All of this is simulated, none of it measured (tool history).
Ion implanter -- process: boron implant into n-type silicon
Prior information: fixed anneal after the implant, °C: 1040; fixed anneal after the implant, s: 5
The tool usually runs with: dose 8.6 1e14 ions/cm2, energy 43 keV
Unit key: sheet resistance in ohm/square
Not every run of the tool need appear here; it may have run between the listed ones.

run,hour,dose,energy,wafers since the last listed run,hours since the last dose calibration,hours since the extraction supply was calibrated,hours since the gauge calibration,"read-back reference wafer on the same gauge, sheet resistance",sheet resistance
1,0,8.6,43,0,503.2,3000.2,634.4,142.82,134.76
2,56.5,8.6,43,1586,559.7,3056.7,690.9,142.72,134.06
3,101.6,8.6,43,1266,604.8,3101.8,736,142.9,134.96
4,189.3,8.6,43,2463,692.5,3189.5,823.7,143.2,134.77
5,259.6,8.6,43,1974,762.8,3259.8,894,143,134.33
6,322.8,8.6,43,1775,826,3323,957.2,143.05,134.41
7,382,8.6,43,1662,885.2,3382.2,1016.4,143.15,135.15
8,430.9,6.67,43,1373,934.1,3431.1,1065.3,143.03,165.49
# hour 467.9: Faraday cup replaced and dose calibrated
9,481,8.6,32.5,1182,13.1,3481.2,1115.4,143.06,137.37
10,521.4,8.6,32.5,1134,53.5,3521.6,1155.8,143,137.52
11,549,8.6,43,775,81.1,3549.2,1183.4,142.92,135.02
12,590.5,7.43,43,1165,122.6,3590.7,1224.9,143.2,152.01
13,630,8.6,43,1109,162.1,3630.2,1264.4,143.16,134.4
# hour 673.3: extraction supply calibrated
14,686.8,7.47,49,1370,218.9,13.5,1321.2,142.79,148.56
# hour 721.2: gauge calibrated
15,728,8.6,28.5,1157,260.1,54.7,6.8,142.87,138.33
16,756.8,8.6,43,808,288.9,83.5,35.6,142.96,134.83
17,812.9,8.6,43,1575,345,139.6,91.7,142.92,134.01
18,846.7,11,53.5,949,378.8,173.4,125.5,143.05,108.43
19,876.2,9.94,36,828,408.3,202.9,155,143.09,120.5
20,920.6,8.6,43,1247,452.7,247.3,199.4,143.32,134.71
21,987.5,8.6,31.5,1878,519.6,314.2,266.3,142.91,136.73
22,1059.1,7.83,35.5,2010,591.2,385.8,337.9,143.08,147.5

What the log doesn't show, run by run:
deviation of the true dose from the Faraday cup's reading, %: 0 at every run
deviation of the true energy from its setpoint, %: 0 at every run
gauge reads high (%): 0 at every run
